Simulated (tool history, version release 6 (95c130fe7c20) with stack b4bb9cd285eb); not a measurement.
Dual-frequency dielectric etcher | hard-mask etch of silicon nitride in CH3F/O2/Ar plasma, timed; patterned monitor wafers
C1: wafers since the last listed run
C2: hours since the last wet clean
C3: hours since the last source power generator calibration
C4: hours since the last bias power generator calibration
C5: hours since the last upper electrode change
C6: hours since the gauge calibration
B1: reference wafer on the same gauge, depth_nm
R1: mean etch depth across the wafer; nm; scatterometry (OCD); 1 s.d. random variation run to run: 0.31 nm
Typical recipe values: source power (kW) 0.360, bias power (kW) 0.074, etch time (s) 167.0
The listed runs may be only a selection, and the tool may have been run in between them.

Run 1, hour 0.0: usual settings but etch time (s) 149.0; C1 0; C2 197.2; C3 2619.5; C4 4093.5; C5 3294.3; C6 211.6; B1 136.8. Result: R1 102.6 nm.
Run 2, hour 24.4: usual settings but source power (kW) 0.300, bias power (kW) 0.085; C1 103; C2 221.6; C3 2643.9; C4 4117.9; C5 3318.7; C6 236.0; B1 136.8. Result: R1 113.7 nm.
Run 3, hour 55.4: usual settings but source power (kW) 0.300, bias power (kW) 0.085; C1 131; C2 252.6; C3 2674.9; C4 4148.9; C5 3349.7; C6 267.0; B1 136.9. Result: R1 113.7 nm.
Run 4, hour 76.4: usual settings but bias power (kW) 0.088; C1 88; C2 273.6; C3 2695.9; C4 4169.9; C5 3370.7; C6 288.0; B1 137.1. Result: R1 122.6 nm.
Run 5, hour 111.9: usual settings but bias power (kW) 0.088; C1 150; C2 309.1; C3 2731.4; C4 4205.4; C5 3406.2; C6 323.5; B1 136.9. Result: R1 122.9 nm.
Run 6, hour 137.7: usual settings but bias power (kW) 0.088; C1 109; C2 334.9; C3 2757.2; C4 4231.2; C5 3432.0; C6 349.3; B1 137.1. Result: R1 122.6 nm.
Run 7, hour 154.3: usual settings but bias power (kW) 0.063, etch time (s) 177.5; C1 70; C2 351.5; C3 2773.8; C4 4247.8; C5 3448.6; C6 365.9; B1 136.9. Result: R1 115.4 nm.
At hour 197.7: upper electrode replaced.
Run 8, hour 198.2: usual settings but bias power (kW) 0.063, etch time (s) 177.5; C1 84; C2 395.4; C3 2817.7; C4 4291.7; C5 0.5; C6 409.8; B1 136.9. Result: R1 115.1 nm.
Run 9, hour 198.6: usual settings but bias power (kW) 0.063, etch time (s) 177.5; C1 1; C2 395.8; C3 2818.1; C4 4292.1; C5 0.9; C6 410.2; B1 137.1. Result: R1 115.1 nm.
Run 10, hour 210.4: usual settings but bias power (kW) 0.068, etch time (s) 129.0; C1 49; C2 407.6; C3 2829.9; C4 4303.9; C5 12.7; C6 422.0; B1 137.1. Result: R1 86.2 nm.
Run 11, hour 226.0: usual settings; C1 65; C2 423.2; C3 2845.5; C4 4319.5; C5 28.3; C6 437.6; B1 137.1. Result: R1 114.8 nm.
At hour 240.9: gauge calibrated.
Run 12, hour 256.9: usual settings; C1 130; C2 454.1; C3 2876.4; C4 4350.4; C5 59.2; C6 16.0; B1 137.0. Result: R1 115.0 nm.
Run 13, hour 270.3: usual settings but bias power (kW) 0.083, etch time (s) 182.5; C1 56; C2 467.5; C3 2889.8; C4 4363.8; C5 72.6; C6 29.4; B1 137.1. Result: R1 131.4 nm.
Run 14, hour 283.3: usual settings; C1 54; C2 480.5; C3 2902.8; C4 4376.8; C5 85.6; C6 42.4; B1 137.0. Result: R1 115.1 nm.
At hour 319.6: wet clean of the chamber.
Run 15, hour 320.1: usual settings but source power (kW) 0.330, etch time (s) 197.0; C1 54; C2 0.5; C3 2939.6; C4 4413.6; C5 122.4; C6 79.2; B1 137.0. Result: R1 131.5 nm.
Run 16, hour 345.6: usual settings but source power (kW) 0.450, etch time (s) 145.0; C1 107; C2 26.0; C3 2965.1; C4 4439.1; C5 147.9; C6 104.7; B1 137.2. Result: R1 108.2 nm.
Run 17, hour 370.2: usual settings but source power (kW) 0.410, etch time (s) 141.0; C1 104; C2 50.6; C3 2989.7; C4 4463.7; C5 172.5; C6 129.3; B1 137.0. Result: R1 101.8 nm.
Run 18, hour 394.3: usual settings but source power (kW) 0.280, bias power (kW) 0.068; C1 101; C2 74.7; C3 3013.8; C4 4487.8; C5 196.6; C6 153.4; B1 137.0. Result: R1 101.7 nm.
At hour 415.2: bias power generator calibrated.
Run 19, hour 418.8: usual settings but source power (kW) 0.450, bias power (kW) 0.081, etch time (s) 204.5; C1 86; C2 99.2; C3 3038.3; C4 3.6; C5 221.1; C6 177.9; B1 137.1. Result: R1 158.3 nm.
At hour 433.0: source power generator calibrated.
Run 20, hour 452.5: usual settings; C1 125; C2 132.9; C3 19.5; C4 37.3; C5 254.8; C6 211.6; B1 137.1. Result: R1 115.1 nm.
Run 21, hour 518.5: usual settings; C1 279; C2 198.9; C3 85.5; C4 103.3; C5 320.8; C6 277.6; B1 137.0. Result: R1 114.7 nm.
Run 22, hour 531.7: usual settings but bias power (kW) 0.083, etch time (s) 182.5; C1 55; C2 212.1; C3 98.7; C4 116.5; C5 334.0; C6 290.8; B1 137.1. Result: R1 131.9 nm.
Run 23, hour 546.6: usual settings but source power (kW) 0.310, bias power (kW) 0.087, etch time (s) 216.5; C1 63; C2 227.0; C3 113.6; C4 131.4; C5 348.9; C6 305.7; B1 136.9. Result: R1 150.4 nm.
Run 24, hour 566.8: usual settings but source power (kW) 0.330, bias power (kW) 0.089, etch time (s) 122.5; C1 85; C2 247.2; C3 133.8; C4 151.6; C5 369.1; C6 325.9; B1 136.9. Result: R1 87.9 nm.
Run 25, hour 598.7: usual settings but bias power (kW) 0.089, etch time (s) 128.0; C1 134; C2 279.1; C3 165.7; C4 183.5; C5 401.0; C6 357.8; B1 137.0. Result: R1 94.5 nm.
Run 26, hour 631.4: usual settings but source power (kW) 0.430, bias power (kW) 0.085, etch time (s) 146.0; C1 138; C2 311.8; C3 198.4; C4 216.2; C5 433.7; C6 390.5; B1 137.0. Result: R1 112.7 nm.
Run 27, hour 650.8: usual settings but source power (kW) 0.270, bias power (kW) 0.068, etch time (s) 153.0; C1 82; C2 331.2; C3 217.8; C4 235.6; C5 453.1; C6 409.9; B1 137.0. Result: R1 92.2 nm.

For run 28, what comes out?
Run 28, hour 686.2: usual settings but bias power (kW) 0.081, etch time (s) 197.5; C1 149; C2 366.6; C3 253.2; C4 271.0; C5 488.5; C6 445.3; B1 ?. Result: R1 ?.

Run 28 measured B1 137.1, R1 140.7 nm.
With the hidden condition absent and the run-to-run variation left alone, this run would have shown R1 140.7 nm.

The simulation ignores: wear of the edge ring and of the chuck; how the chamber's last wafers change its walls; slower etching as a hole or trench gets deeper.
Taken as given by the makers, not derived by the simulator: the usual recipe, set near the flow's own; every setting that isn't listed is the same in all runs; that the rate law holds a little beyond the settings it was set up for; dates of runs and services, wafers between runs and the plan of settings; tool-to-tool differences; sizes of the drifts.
